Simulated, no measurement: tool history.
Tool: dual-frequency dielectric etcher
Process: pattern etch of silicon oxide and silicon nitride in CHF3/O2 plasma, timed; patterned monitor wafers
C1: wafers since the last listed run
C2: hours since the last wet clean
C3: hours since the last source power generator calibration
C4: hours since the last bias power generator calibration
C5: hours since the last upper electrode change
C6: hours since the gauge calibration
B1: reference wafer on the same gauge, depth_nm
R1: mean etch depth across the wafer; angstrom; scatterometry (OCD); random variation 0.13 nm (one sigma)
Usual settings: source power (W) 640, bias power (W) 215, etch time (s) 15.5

Run 1, hour 0: usual settings but source power (W) 680; C1 0; C2 291.4; C3 1892.4; C4 1764.8; C5 4846.4; C6 133.8; B1 22.9. Result: R1 278.8 angstrom.
Run 2, hour 57: usual settings but source power (W) 680; C1 1052; C2 348.4; C3 1949.4; C4 1821.8; C5 4903.4; C6 190.8; B1 22.88. Result: R1 278.3 angstrom.
Run 3, hour 97.9: usual settings but source power (W) 710; C1 755; C2 389.3; C3 1990.3; C4 1862.7; C5 4944.3; C6 231.7; B1 22.9. Result: R1 282.8 angstrom.
Run 4, hour 140.8: usual settings but source power (W) 570; C1 792; C2 432.2; C3 2033.2; C4 1905.6; C5 4987.2; C6 274.6; B1 22.91. Result: R1 261.5 angstrom.
Run 5, hour 186.5: usual settings but source power (W) 570; C1 844; C2 477.9; C3 2078.9; C4 1951.3; C5 5032.9; C6 320.3; B1 22.9. Result: R1 264.4 angstrom.
Run 6, hour 232.4: usual settings but source power (W) 560; C1 847; C2 523.8; C3 2124.8; C4 1997.2; C5 5078.8; C6 366.2; B1 22.88. Result: R1 261.6 angstrom.
Run 7, hour 284.6: usual settings but source power (W) 560; C1 964; C2 576; C3 2177; C4 2049.4; C5 5131; C6 418.4; B1 22.89. Result: R1 264.6 angstrom.
At hour 350.7: wet clean of the chamber.
Run 8, hour 495.8: usual settings but source power (W) 560; C1 3458; C2 145.1; C3 2388.2; C4 2260.6; C5 5342.2; C6 629.6; B1 22.89. Result: R1 254.4 angstrom.
At hour 501.5: source power generator calibrated.
At hour 520.8: bias power generator calibrated.
Run 9, hour 522: usual settings; C1 336; C2 171.3; C3 20.5; C4 1.2; C5 5368.4; C6 655.8; B1 22.9. Result: R1 268.9 angstrom.
At hour 570.2: gauge calibrated.
At hour 592.6: upper electrode replaced.
Run 10, hour 593.1: usual settings but source power (W) 500, bias power (W) 191, etch time (s) 18.5; C1 870; C2 242.4; C3 91.6; C4 72.3; C5 0.5; C6 22.9; B1 22.9. Result: R1 283.8 angstrom.
Run 11, hour 625.5: usual settings but source power (W) 720, bias power (W) 265; C1 598; C2 274.8; C3 124; C4 104.7; C5 32.9; C6 55.3; B1 22.92. Result: R1 301.2 angstrom.
Run 12, hour 663.2: usual settings but source power (W) 480, bias power (W) 240, etch time (s) 18; C1 696; C2 312.5; C3 161.7; C4 142.4; C5 70.6; C6 93; B1 22.88. Result: R1 292.5 angstrom.
Run 13, hour 724: usual settings; C1 1123; C2 373.3; C3 222.5; C4 203.2; C5 131.4; C6 153.8; B1 22.91. Result: R1 273.4 angstrom.
Run 14, hour 775.1: usual settings but source power (W) 720, bias power (W) 265; C1 943; C2 424.4; C3 273.6; C4 254.3; C5 182.5; C6 204.9; B1 22.89. Result: R1 307.4 angstrom.
Run 15, hour 814: usual settings but bias power (W) 197, etch time (s) 12.5; C1 718; C2 463.3; C3 312.5; C4 293.2; C5 221.4; C6 243.8; B1 22.91. Result: R1 215.2 angstrom.
Run 16, hour 875.9: usual settings but source power (W) 530, bias power (W) 179, etch time (s) 17.5; C1 1143; C2 525.2; C3 374.4; C4 355.1; C5 283.3; C6 305.7; B1 22.91. Result: R1 274.7 angstrom.
At hour 917: wet clean of the chamber.
Run 17, hour 1057.5: usual settings but etch time (s) 14.5; C1 2911; C2 140.5; C3 556; C4 536.7; C5 464.9; C6 487.3; B1 22.89. Result: R1 250.4 angstrom.
Run 18, hour 1088.5: usual settings but source power (W) 540, bias power (W) 191; C1 572; C2 171.5; C3 587; C4 567.7; C5 495.9; C6 518.3; B1 22.9. Result: R1 240 angstrom.

Forecast each of these 3 alternatives for the next run:
Run A, hour 1088.9: usual settings but etch time (s) 17.5; C1 7; C2 171.9; C3 587.4; C4 568.1; C5 496.3; C6 518.7; B1 ?. Result: R1 ?.
Run B, hour 1088.9: usual settings but source power (W) 550, etch time (s) 19; C1 7; C2 171.9; C3 587.4; C4 568.1; C5 496.3; C6 518.7; B1 ?. Result: R1 ?.
Run C, hour 1088.9: usual settings but source power (W) 800; C1 7; C2 171.9; C3 587.4; C4 568.1; C5 496.3; C6 518.7; B1 ?. Result: R1 ?.

run     B1     R1
  A  22.89  301.3
  B  22.89  308.6
  C  22.89  290.8
Without the tool's hidden state the same runs would have given:
run     R1
  A  298.7
  B    306
  C  288.3
